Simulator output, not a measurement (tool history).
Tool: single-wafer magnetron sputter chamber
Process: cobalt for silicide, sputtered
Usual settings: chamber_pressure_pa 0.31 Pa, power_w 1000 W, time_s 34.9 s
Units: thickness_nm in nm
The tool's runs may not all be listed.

| run | hour | chamber_pressure_pa | power_w | time_s | read-back reference wafer on the same gauge, thickness_nm | thickness_nm |
|---|---|---|---|---|---|---|
| 1 | 0 | 0.245 | 1150 | 34.9 | 18.706 | 20.73 |
| 2 | 196.5 | 0.222 | 850 | 34.9 | 18.71 | 16.262 |
| 3 | 280.2 | 0.31 | 1000 | 34.9 | 18.709 | 18.545 |
| 4 | 361.3 | 0.31 | 1000 | 34.9 | 18.703 | 18.302 |
| 5 | 427.3 | 0.384 | 900 | 34.9 | 18.668 | 16.076 |
| 6 | 497.8 | 0.31 | 1000 | 34.9 | 18.683 | 18.175 |
| 7 | 603.5 | 0.31 | 1000 | 34.9 | 18.668 | 17.842 |
| 8 | 691.9 | 0.31 | 1000 | 36.3 | 18.69 | 18.559 |
| 9 | 756.1 | 0.31 | 1000 | 34.9 | 18.71 | 17.597 |
| 10 | 798.9 | 0.31 | 1000 | 34.9 | 18.687 | 17.461 |
| 11 | 839.2 | 0.31 | 900 | 34.9 | 18.693 | 15.785 |
| 12 | 928.9 | 0.31 | 900 | 34.9 | 18.679 | 16.655 |
| 13 | 1115.6 | 0.31 | 900 | 34.9 | 18.71 | 16.344 |
| 14 | 1154.2 | 0.31 | 1000 | 34.9 | 18.718 | 18.023 |
| 15 | 1208.6 | 0.31 | 1000 | 34.9 | 18.68 | 18.074 |
| 16 | 1298.6 | 0.31 | 1000 | 34.9 | 18.712 | 18.002 |
| 17 | 1339.5 | 0.393 | 800 | 34.9 | 18.715 | 14.065 |
| 18 | 1644.5 | 0.258 | 1150 | 28.6 | 18.683 | 17.781 |
| 19 | 1741 | 0.214 | 1100 | 37.3 | 18.704 | 22.084 |
| 20 | 1814.4 | 0.218 | 800 | 32.9 | 18.701 | 14.055 |
| 21 | 1920.1 | 0.35 | 900 | 31.8 | 18.695 | 14.612 |
| 22 | 2003.9 | 0.274 | 1100 | 29.9 | 18.698 | 16.918 |
| 23 | 2078.5 | 0.31 | 1000 | 34.9 | 18.703 | 17.724 |
| 24 | 2168.3 | 0.381 | 900 | 28.4 | 18.678 | 12.61 |
| 25 | 2469.8 | 0.31 | 1100 | 30.9 | 18.696 | 17.849 |
| 26 | 2563.7 | 0.31 | 1000 | 41.6 | 18.687 | 21.707 |
| 27 | 2626.1 | 0.31 | 1000 | 34.9 | 18.668 | 18.096 |
| 28 | 2714.7 | 0.31 | 1000 | 34.9 | 18.682 | 18.049 |
| 29 | 2777.4 | 0.31 | 1150 | 39.5 | 18.704 | 23.314 |
| 30 | 2840.6 | 0.26 | 1000 | 40.2 | 18.702 | 20.464 |
| 31 | 2928.5 | 0.247 | 1000 | 31.7 | 18.696 | 16.18 |
| 32 | 3009.6 | 0.31 | 1000 | 32.8 | 18.719 | 16.341 |
| 33 | 3053.6 | 0.31 | 1000 | 34.9 | 18.694 | 18.579 |
| 34 | 3120.9 | 0.24 | 1000 | 28.2 | 18.698 | 15.144 |
| 35 | 3226.2 | 0.381 | 900 | 28.4 | 18.728 | 13.14 |

Taken out of this log: 8 entries between the listed runs. Where each belongs, and how the hidden state differs across it:
Between runs 1 and 2: sputter target and shields replaced (hour 151.1)
  deposition rate above that of a new target (%): -5.03 -> -0.692
  measured less the result without the state, thickness_nm: -1.098 -> -0.113 nm
Between runs 11 and 12: sputter target and shields replaced (hour 864.7)
  deposition rate above that of a new target (%): -6.53 -> -1.03
  measured less the result without the state, thickness_nm: -1.103 -> -0.173 nm
Between runs 17 and 18: magnet pack replaced (hour 1432.8); sputter target and shields replaced (hour 1505.6)
  deposition rate above that of a new target (%): -4.76 -> -1.37
  measured less the result without the state, thickness_nm: -0.703 -> -0.248 nm
Between runs 22 and 23: capacitance manometer re-zeroed and calibrated (hour 2046.5)
  deposition rate above that of a new target (%): -4.64 -> -5.32
  measured less the result without the state, thickness_nm: -0.824 -> -0.996 nm
Between runs 24 and 25: sputter target and shields replaced (hour 2262.8); gauge calibrated (hour 2357.4)
  deposition rate above that of a new target (%): -6.13 -> -2.2
  measured less the result without the state, thickness_nm: -0.824 -> -0.401 nm
Between runs 32 and 33: sputter target and shields replaced (hour 3033.9)
  deposition rate above that of a new target (%): -7.1 -> -0.679
  measured less the result without the state, thickness_nm: -1.249 -> -0.127 nm
